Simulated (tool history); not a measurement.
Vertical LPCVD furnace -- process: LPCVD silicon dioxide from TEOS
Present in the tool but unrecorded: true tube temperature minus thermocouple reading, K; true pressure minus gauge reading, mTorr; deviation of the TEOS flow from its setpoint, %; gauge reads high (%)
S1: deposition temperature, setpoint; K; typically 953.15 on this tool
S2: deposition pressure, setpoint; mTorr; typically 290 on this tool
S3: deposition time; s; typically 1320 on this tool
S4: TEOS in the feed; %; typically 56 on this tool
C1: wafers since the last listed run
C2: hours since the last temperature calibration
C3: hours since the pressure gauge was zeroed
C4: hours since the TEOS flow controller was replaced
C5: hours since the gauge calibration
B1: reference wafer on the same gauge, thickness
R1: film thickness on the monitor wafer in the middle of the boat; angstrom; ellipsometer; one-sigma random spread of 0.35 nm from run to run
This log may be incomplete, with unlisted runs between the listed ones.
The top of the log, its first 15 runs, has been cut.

{"run": 16, "hour": 1028.4, "S1": 945.15, "S2": 340, "S3": 810, "S4": 51, "C1": 638, "C2": 477.9, "C3": 2080, "C4": 5943.6, "C5": 1623.2, "B1": 75.73, "R1": 465.7}
{"hour": 1069.4, "done": "gauge calibrated"}
{"hour": 1103.3, "done": "pressure gauge zeroed"}
{"run": 17, "hour": 1143.4, "S1": 953.15, "S2": 230, "S3": 1320, "S4": 66, "C1": 1021, "C2": 592.9, "C3": 40.1, "C4": 6058.6, "C5": 74, "B1": 73.71, "R1": 847.5}
{"run": 18, "hour": 1172.8, "S1": 953.15, "S2": 290, "S3": 1320, "S4": 48, "C1": 329, "C2": 622.3, "C3": 69.5, "C4": 6088, "C5": 103.4, "B1": 73.64, "R1": 810.8}
{"run": 19, "hour": 1234.0, "S1": 953.15, "S2": 325, "S3": 1050, "S4": 46, "C1": 686, "C2": 683.5, "C3": 130.7, "C4": 6149.2, "C5": 164.6, "B1": 73.72, "R1": 661.9}
{"run": 20, "hour": 1267.4, "S1": 953.15, "S2": 350, "S3": 1320, "S4": 56, "C1": 374, "C2": 716.9, "C3": 164.1, "C4": 6182.6, "C5": 198, "B1": 73.75, "R1": 965.3}
{"run": 21, "hour": 1304.1, "S1": 944.15, "S2": 330, "S3": 1500, "S4": 51, "C1": 411, "C2": 753.6, "C3": 200.8, "C4": 6219.3, "C5": 234.7, "B1": 73.75, "R1": 812.6}
{"hour": 1328.8, "done": "TEOS flow controller replaced"}
{"run": 22, "hour": 1332.2, "S1": 964.15, "S2": 240, "S3": 1110, "S4": 53, "C1": 46, "C2": 781.7, "C3": 228.9, "C4": 3.4, "C5": 262.8, "B1": 73.7, "R1": 851.5}
{"run": 23, "hour": 1379.2, "S1": 953.15, "S2": 290, "S3": 1320, "S4": 56, "C1": 527, "C2": 828.7, "C3": 275.9, "C4": 50.4, "C5": 309.8, "B1": 73.79, "R1": 878.5}
{"run": 24, "hour": 1444.7, "S1": 957.15, "S2": 240, "S3": 1320, "S4": 56, "C1": 735, "C2": 894.2, "C3": 341.4, "C4": 115.9, "C5": 375.3, "B1": 73.78, "R1": 881.1}
{"run": 25, "hour": 1488.3, "S1": 944.15, "S2": 330, "S3": 1500, "S4": 51, "C1": 489, "C2": 937.8, "C3": 385, "C4": 159.5, "C5": 418.9, "B1": 73.8, "R1": 813.6}
{"run": 26, "hour": 1522.6, "S1": 953.15, "S2": 290, "S3": 1320, "S4": 56, "C1": 384, "C2": 972.1, "C3": 419.3, "C4": 193.8, "C5": 453.2, "B1": 73.85, "R1": 885.4}
{"run": 27, "hour": 1571.7, "S1": 949.15, "S2": 360, "S3": 1320, "S4": 47, "C1": 551, "C2": 1021.2, "C3": 468.4, "C4": 242.9, "C5": 502.3, "B1": 73.89, "R1": 808.6}
{"run": 28, "hour": 1634.4, "S1": 944.15, "S2": 350, "S3": 900, "S4": 56, "C1": 703, "C2": 1083.9, "C3": 531.1, "C4": 305.6, "C5": 565, "B1": 73.97, "R1": 527.3}
{"run": 29, "hour": 1659.6, "S1": 943.15, "S2": 225, "S3": 1740, "S4": 60, "C1": 282, "C2": 1109.1, "C3": 556.3, "C4": 330.8, "C5": 590.2, "B1": 73.92, "R1": 829.6}
{"run": 30, "hour": 1701.3, "S1": 953.15, "S2": 290, "S3": 1320, "S4": 56, "C1": 468, "C2": 1150.8, "C3": 598, "C4": 372.5, "C5": 631.9, "B1": 74.06, "R1": 877.5}
{"run": 31, "hour": 1769.9, "S1": 953.15, "S2": 290, "S3": 840, "S4": 56, "C1": 769, "C2": 1219.4, "C3": 666.6, "C4": 441.1, "C5": 700.5, "B1": 74.09, "R1": 560.6}

Consider 4 possible next runs. They are alternatives, not a sequence: every one starts from the tool as it was left by run 31. What does each give?
{"run": "A", "hour": 1773.7, "S1": 953.15, "S2": 290, "S3": 1320, "S4": 56, "C1": 42, "C2": 1223.2, "C3": 670.4, "C4": 444.9, "C5": 704.3, "B1": "?", "R1": "?"}
{"run": "B", "hour": 1773.7, "S1": 964.15, "S2": 290, "S3": 810, "S4": 56, "C1": 42, "C2": 1223.2, "C3": 670.4, "C4": 444.9, "C5": 704.3, "B1": "?", "R1": "?"}
{"run": "C", "hour": 1773.7, "S1": 953.15, "S2": 315, "S3": 1320, "S4": 56, "C1": 42, "C2": 1223.2, "C3": 670.4, "C4": 444.9, "C5": 704.3, "B1": "?", "R1": "?"}
{"run": "D", "hour": 1773.7, "S1": 960.15, "S2": 270, "S3": 840, "S4": 51, "C1": 42, "C2": 1223.2, "C3": 670.4, "C4": 444.9, "C5": 704.3, "B1": "?", "R1": "?"}

run=A B1=74.04 R1=885.9
run=B B1=74.04 R1=707.7
run=C B1=74.04 R1=923.3
run=D B1=74.04 R1=614.4
Stripped of hidden state, with their random variation kept, the same runs would have yielded:
run=A R1=878.7
run=B R1=701.9
run=C R1=915.8
run=D R1=609.4

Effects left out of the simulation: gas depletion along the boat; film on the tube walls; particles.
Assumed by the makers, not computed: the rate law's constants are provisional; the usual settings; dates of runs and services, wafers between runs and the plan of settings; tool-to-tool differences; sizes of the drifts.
